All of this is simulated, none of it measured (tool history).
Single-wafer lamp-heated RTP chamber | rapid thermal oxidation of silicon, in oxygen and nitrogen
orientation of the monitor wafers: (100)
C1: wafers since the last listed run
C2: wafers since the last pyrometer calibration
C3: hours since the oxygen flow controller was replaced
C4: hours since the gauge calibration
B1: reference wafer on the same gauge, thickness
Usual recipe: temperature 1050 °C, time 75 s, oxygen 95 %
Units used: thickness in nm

run 1 day=0 | temperature=1050 time=75 oxygen=95 | C1=0 C2=828 C3=1315.4 C4=116 | B1=10.063 | thickness=9.438
run 2 day=2.233 | temperature=1050 time=75 oxygen=95 | C1=437 C2=1266 C3=1369 C4=169.6 | B1=10.066 | thickness=9.454
run 3 day=4.021 | temperature=1050 time=75 oxygen=95 | C1=350 C2=1616 C3=1411.9 C4=212.5 | B1=10.057 | thickness=9.497
run 4 day=5.329 | temperature=1050 time=75 oxygen=95 | C1=256 C2=1873 C3=1443.3 C4=243.9 | B1=10.065 | thickness=9.53
run 5 day=7.5 | temperature=1050 time=75 oxygen=95 | C1=425 C2=2298 C3=1495.4 C4=296 | B1=10.066 | thickness=9.549
run 6 day=10.433 | temperature=1050 time=75 oxygen=95 | C1=574 C2=2873 C3=1565.8 C4=366.4 | B1=10.061 | thickness=9.628
-- day=11.25 pyrometer window cleaned and pyrometer calibrated
run 7 day=11.483 | temperature=1050 time=75 oxygen=95 | C1=140 C2=46 C3=1591 C4=391.6 | B1=10.065 | thickness=9.377
run 8 day=12.496 | temperature=1050 time=75 oxygen=85 | C1=198 C2=244 C3=1615.3 C4=415.9 | B1=10.06 | thickness=8.99
run 9 day=15.1 | temperature=1050 time=75 oxygen=95 | C1=510 C2=754 C3=1677.8 C4=478.4 | B1=10.06 | thickness=9.406
run 10 day=23.371 | temperature=1050 time=75 oxygen=95 | C1=1621 C2=2376 C3=1876.3 C4=676.9 | B1=10.056 | thickness=9.577
run 11 day=26.158 | temperature=1050 time=75 oxygen=95 | C1=546 C2=2922 C3=1943.2 C4=743.8 | B1=10.063 | thickness=9.589
-- day=26.621 pyrometer window cleaned and pyrometer calibrated
run 12 day=27.558 | temperature=1062 time=75 oxygen=95 | C1=209 C2=183 C3=1976.8 C4=777.4 | B1=10.055 | thickness=10.206
run 13 day=30.371 | temperature=1062 time=75 oxygen=95 | C1=551 C2=734 C3=2044.3 C4=844.9 | B1=10.053 | thickness=10.18
run 14 day=32.933 | temperature=1050 time=75 oxygen=95 | C1=502 C2=1237 C3=2105.8 C4=906.4 | B1=10.055 | thickness=9.469
run 15 day=34.896 | temperature=1050 time=75 oxygen=95 | C1=384 C2=1621 C3=2152.9 C4=953.5 | B1=10.059 | thickness=9.518
run 16 day=37.129 | temperature=1050 time=75 oxygen=95 | C1=437 C2=2059 C3=2206.5 C4=1007.1 | B1=10.06 | thickness=9.541
-- day=40.088 pyrometer window cleaned and pyrometer calibrated
run 17 day=40.108 | temperature=1050 time=100 oxygen=95 | C1=518 C2=4 C3=2278 C4=1078.6 | B1=10.064 | thickness=10.709
run 18 day=42.804 | temperature=1050 time=75 oxygen=95 | C1=528 C2=532 C3=2342.7 C4=1143.3 | B1=10.06 | thickness=9.435
run 19 day=45.429 | temperature=1050 time=75 oxygen=95 | C1=514 C2=1047 C3=2405.7 C4=1206.3 | B1=10.063 | thickness=9.473
run 20 day=47.938 | temperature=1029 time=98 oxygen=98 | C1=491 C2=1538 C3=2465.9 C4=1266.5 | B1=10.059 | thickness=9.387
-- day=49.175 gauge calibrated
run 21 day=50.621 | temperature=1050 time=85 oxygen=95 | C1=525 C2=2064 C3=2530.3 C4=34.7 | B1=10.055 | thickness=10.137
-- day=52.217 pyrometer window cleaned and pyrometer calibrated
run 22 day=52.517 | temperature=1040 time=92 oxygen=98 | C1=306 C2=58 C3=2575.8 C4=80.2 | B1=10.055 | thickness=9.699
run 23 day=54.154 | temperature=1050 time=75 oxygen=95 | C1=320 C2=379 C3=2615.1 C4=119.5 | B1=10.062 | thickness=9.359
-- day=54.558 oxygen flow controller replaced
run 24 day=55.417 | temperature=1070 time=86 oxygen=72 | C1=182 C2=561 C3=20.6 C4=149.8 | B1=10.064 | thickness=10.363
run 25 day=57.675 | temperature=1050 time=75 oxygen=95 | C1=442 C2=1004 C3=74.8 C4=204 | B1=10.06 | thickness=9.443
run 26 day=59.662 | temperature=1050 time=75 oxygen=95 | C1=389 C2=1394 C3=122.5 C4=251.7 | B1=10.06 | thickness=9.478
run 27 day=60.842 | temperature=1060 time=39 oxygen=95 | C1=231 C2=1625 C3=150.8 C4=280 | B1=10.059 | thickness=7.582
run 28 day=62.371 | temperature=1050 time=75 oxygen=98 | C1=299 C2=1924 C3=187.5 C4=316.7 | B1=10.064 | thickness=9.65
run 29 day=64.342 | temperature=1027 time=75 oxygen=76 | C1=386 C2=2311 C3=234.8 C4=364 | B1=10.06 | thickness=7.503
-- day=65.246 pyrometer window cleaned and pyrometer calibrated
run 30 day=65.921 | temperature=1079 time=90 oxygen=80 | C1=244 C2=132 C3=272.7 C4=401.9 | B1=10.053 | thickness=11.655
run 31 day=67.188 | temperature=1038 time=96 oxygen=98 | C1=248 C2=380 C3=303.1 C4=432.3 | B1=10.056 | thickness=9.822
run 32 day=69.517 | temperature=1050 time=75 oxygen=95 | C1=456 C2=837 C3=359 C4=488.2 | B1=10.059 | thickness=9.443
run 33 day=70.979 | temperature=1026 time=61 oxygen=95 | C1=286 C2=1124 C3=394.1 C4=523.3 | B1=10.054 | thickness=7.312

Entry by entry between the runs, the difference in hidden state between the last listed run before and the first listed run after:
After run 6, before run 7: pyrometer window cleaned and pyrometer calibrated (day 11.25)
  true wafer temperature minus pyrometer reading, K: 4.22 -> 0.133
  measured less the result without the state, thickness: +0.275 -> +0.008 nm
After run 11, before run 12: pyrometer window cleaned and pyrometer calibrated (day 26.621)
  true wafer temperature minus pyrometer reading, K: 4.01 -> 0.55
  measured less the result without the state, thickness: +0.26 -> +0.038 nm
After run 16, before run 17: pyrometer window cleaned and pyrometer calibrated (day 40.088)
  true wafer temperature minus pyrometer reading, K: 3.08 -> 0.782
  measured less the result without the state, thickness: +0.199 -> +0.058 nm
After run 20, before run 21: gauge calibrated (day 49.175)
  true wafer temperature minus pyrometer reading, K: 2.85 -> 3.56
  measured less the result without the state, thickness: +0.189 -> +0.245 nm
After run 21, before run 22: pyrometer window cleaned and pyrometer calibrated (day 52.217)
  true wafer temperature minus pyrometer reading, K: 3.56 -> 0.299
  measured less the result without the state, thickness: +0.245 -> +0.02 nm
After run 23, before run 24: oxygen flow controller replaced (day 54.558)
  true wafer temperature minus pyrometer reading, K: 0.732 -> 1.07
  measured less the result without the state, thickness: +0.047 -> +0.073 nm
After run 29, before run 30: pyrometer window cleaned and pyrometer calibrated (day 65.246)
  true wafer temperature minus pyrometer reading, K: 3.42 -> 0.725
  measured less the result without the state, thickness: +0.18 -> +0.055 nm
